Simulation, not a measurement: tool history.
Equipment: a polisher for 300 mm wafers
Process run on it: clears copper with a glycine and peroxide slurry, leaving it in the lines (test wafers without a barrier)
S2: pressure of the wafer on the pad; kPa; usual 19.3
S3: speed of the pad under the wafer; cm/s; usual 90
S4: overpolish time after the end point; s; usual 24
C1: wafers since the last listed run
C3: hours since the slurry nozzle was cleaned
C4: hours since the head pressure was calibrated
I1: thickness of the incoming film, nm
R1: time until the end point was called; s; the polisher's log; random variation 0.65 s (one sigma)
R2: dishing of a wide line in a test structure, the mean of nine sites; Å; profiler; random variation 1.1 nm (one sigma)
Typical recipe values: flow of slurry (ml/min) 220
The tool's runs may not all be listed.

run 1 hour=0 | flow_of_slurry_(ml/min)=220 S2=19.3 S3=90 S4=24 | C1=0 wafers_polished_on_this_pad=334 C3=603.6 C4=548.1 | I1=470 | R1=79.7 R2=779
run 2 hour=6.2 | flow_of_slurry_(ml/min)=220 S2=19.3 S3=90 S4=24 | C1=25 wafers_polished_on_this_pad=360 C3=609.8 C4=554.3 | I1=463.7 | R1=77.7 R2=790
run 3 hour=19.9 | flow_of_slurry_(ml/min)=220 S2=19.3 S3=90 S4=24 | C1=56 wafers_polished_on_this_pad=416 C3=623.5 C4=568 | I1=466.1 | R1=78.3 R2=799
run 4 hour=35.2 | flow_of_slurry_(ml/min)=220 S2=19.3 S3=98 S4=24 | C1=62 wafers_polished_on_this_pad=479 C3=638.8 C4=583.3 | I1=470.8 | R1=73 R2=814
run 5 hour=84.2 | flow_of_slurry_(ml/min)=220 S2=19.3 S3=98 S4=24 | C1=201 wafers_polished_on_this_pad=680 C3=687.8 C4=632.3 | I1=465.6 | R1=72.4 R2=829
run 6 hour=98.5 | flow_of_slurry_(ml/min)=220 S2=19.3 S3=98 S4=24 | C1=58 wafers_polished_on_this_pad=739 C3=702.1 C4=646.6 | I1=457.5 | R1=73.1 R2=801
run 7 hour=112.4 | flow_of_slurry_(ml/min)=255 S2=19.3 S3=114 S4=24 | C1=57 wafers_polished_on_this_pad=796 C3=716 C4=660.5 | I1=459.8 | R1=62.2 R2=891
-- hour=118.9 worn pad replaced by a new one
run 8 hour=129.6 | flow_of_slurry_(ml/min)=255 S2=19.3 S3=114 S4=24 | C1=54 wafers_polished_on_this_pad=43 C3=733.2 C4=677.7 | I1=461.9 | R1=63.6 R2=905
run 9 hour=141.2 | flow_of_slurry_(ml/min)=255 S2=19.3 S3=114 S4=24 | C1=47 wafers_polished_on_this_pad=91 C3=744.8 C4=689.3 | I1=471.1 | R1=63.2 R2=920
run 10 hour=176.3 | flow_of_slurry_(ml/min)=220 S2=19.3 S3=90 S4=24 | C1=144 wafers_polished_on_this_pad=235 C3=779.9 C4=724.4 | I1=466.5 | R1=78.9 R2=792
run 11 hour=198.9 | flow_of_slurry_(ml/min)=220 S2=19.3 S3=90 S4=24 | C1=92 wafers_polished_on_this_pad=328 C3=802.5 C4=747 | I1=458.9 | R1=79.1 R2=775
run 12 hour=211.3 | flow_of_slurry_(ml/min)=220 S2=19.3 S3=90 S4=24 | C1=50 wafers_polished_on_this_pad=379 C3=814.9 C4=759.4 | I1=462.5 | R1=78.6 R2=778
run 13 hour=228.4 | flow_of_slurry_(ml/min)=220 S2=19.3 S3=90 S4=28 | C1=70 wafers_polished_on_this_pad=449 C3=832 C4=776.5 | I1=460.4 | R1=78.9 R2=865
run 14 hour=244.9 | flow_of_slurry_(ml/min)=220 S2=19.3 S3=90 S4=24 | C1=67 wafers_polished_on_this_pad=517 C3=848.5 C4=793 | I1=458.7 | R1=78.1 R2=791
-- hour=253.5 slurry nozzle cleaned
run 15 hour=255.2 | flow_of_slurry_(ml/min)=220 S2=22.1 S3=90 S4=20 | C1=38 wafers_polished_on_this_pad=555 C3=1.7 C4=803.3 | I1=472.8 | R1=80.6 R2=678
run 16 hour=272.9 | flow_of_slurry_(ml/min)=220 S2=13.8 S3=108 S4=30 | C1=72 wafers_polished_on_this_pad=627 C3=19.4 C4=821 | I1=468.6 | R1=85.2 R2=834
run 17 hour=287 | flow_of_slurry_(ml/min)=255 S2=22.1 S3=90 S4=19 | C1=57 wafers_polished_on_this_pad=685 C3=33.5 C4=835.1 | I1=463.2 | R1=75.8 R2=670
run 18 hour=301.6 | flow_of_slurry_(ml/min)=260 S2=22.1 S3=90 S4=24 | C1=59 wafers_polished_on_this_pad=745 C3=48.1 C4=849.7 | I1=459.1 | R1=76.7 R2=806
run 19 hour=314.4 | flow_of_slurry_(ml/min)=290 S2=13.8 S3=102 S4=12 | C1=52 wafers_polished_on_this_pad=798 C3=60.9 C4=862.5 | I1=470.7 | R1=85.4 R2=403
-- hour=321.8 slurry nozzle cleaned, repeated, since the last time left the tool worse
run 20 hour=327.6 | flow_of_slurry_(ml/min)=255 S2=19.3 S3=114 S4=24 | C1=50 wafers_polished_on_this_pad=848 C3=5.8 C4=875.7 | I1=465.9 | R1=61.5 R2=948
-- hour=332 head pressure recalibrated
-- hour=333.4 worn pad replaced by a new one
run 21 hour=342.3 | flow_of_slurry_(ml/min)=220 S2=19.3 S3=68 S4=16 | C1=46 wafers_polished_on_this_pad=36 C3=20.5 C4=10.3 | I1=459.7 | R1=93.4 R2=483
run 22 hour=350.5 | flow_of_slurry_(ml/min)=270 S2=19.3 S3=90 S4=32 | C1=33 wafers_polished_on_this_pad=70 C3=28.7 C4=18.5 | I1=471.1 | R1=76.2 R2=1005
run 23 hour=365 | flow_of_slurry_(ml/min)=255 S2=19.3 S3=114 S4=24 | C1=59 wafers_polished_on_this_pad=129 C3=43.2 C4=33 | I1=464.1 | R1=61.8 R2=924
run 24 hour=374.4 | flow_of_slurry_(ml/min)=275 S2=19.3 S3=120 S4=24 | C1=38 wafers_polished_on_this_pad=168 C3=52.6 C4=42.4 | I1=462.6 | R1=58.5 R2=977
run 25 hour=382.6 | flow_of_slurry_(ml/min)=220 S2=19.3 S3=90 S4=16 | C1=33 wafers_polished_on_this_pad=201 C3=60.8 C4=50.6 | I1=467.5 | R1=77.3 R2=576
run 26 hour=391.5 | flow_of_slurry_(ml/min)=220 S2=19.3 S3=90 S4=24 | C1=36 wafers_polished_on_this_pad=238 C3=69.7 C4=59.5 | I1=463 | R1=77 R2=804
run 27 hour=404.4 | flow_of_slurry_(ml/min)=255 S2=19.3 S3=114 S4=24 | C1=52 wafers_polished_on_this_pad=291 C3=82.6 C4=72.4 | I1=456.1 | R1=60.1 R2=923
run 28 hour=416.6 | flow_of_slurry_(ml/min)=220 S2=19.3 S3=90 S4=24 | C1=50 wafers_polished_on_this_pad=341 C3=94.8 C4=84.6 | I1=464.1 | R1=76.3 R2=817
run 29 hour=431.7 | flow_of_slurry_(ml/min)=220 S2=19.3 S3=90 S4=24 | C1=61 wafers_polished_on_this_pad=403 C3=109.9 C4=99.7 | I1=464.6 | R1=74.8 R2=797

Forecast each of these 5 alternatives for the next run:
run A hour=432.2 | flow_of_slurry_(ml/min)=220 S2=19.3 S3=90 S4=24 | C1=2 wafers_polished_on_this_pad=405 C3=110.4 C4=100.2 | I1=470.1 | R1=? R2=?
run B hour=432.2 | flow_of_slurry_(ml/min)=170 S2=19.3 S3=66 S4=24 | C1=2 wafers_polished_on_this_pad=405 C3=110.4 C4=100.2 | I1=470.1 | R1=? R2=?
run C hour=432.2 | flow_of_slurry_(ml/min)=170 S2=16.5 S3=66 S4=24 | C1=2 wafers_polished_on_this_pad=405 C3=110.4 C4=100.2 | I1=470.1 | R1=? R2=?
run D hour=432.2 | flow_of_slurry_(ml/min)=155 S2=19.3 S3=90 S4=24 | C1=2 wafers_polished_on_this_pad=405 C3=110.4 C4=100.2 | I1=470.1 | R1=? R2=?
run E hour=432.2 | flow_of_slurry_(ml/min)=220 S2=19.3 S3=66 S4=18 | C1=2 wafers_polished_on_this_pad=405 C3=110.4 C4=100.2 | I1=470.1 | R1=? R2=?

run=A R1=76.7 R2=818
run=B R1=101.1 R2=662
run=C R1=108.3 R2=623
run=D R1=80.3 R2=789
run=E R1=97.8 R2=533
Without the tool's hidden state the same runs would have given:
run=A R1=76.5 R2=819
run=B R1=100.8 R2=664
run=C R1=108 R2=625
run=D R1=80.1 R2=790
run=E R1=97.6 R2=534

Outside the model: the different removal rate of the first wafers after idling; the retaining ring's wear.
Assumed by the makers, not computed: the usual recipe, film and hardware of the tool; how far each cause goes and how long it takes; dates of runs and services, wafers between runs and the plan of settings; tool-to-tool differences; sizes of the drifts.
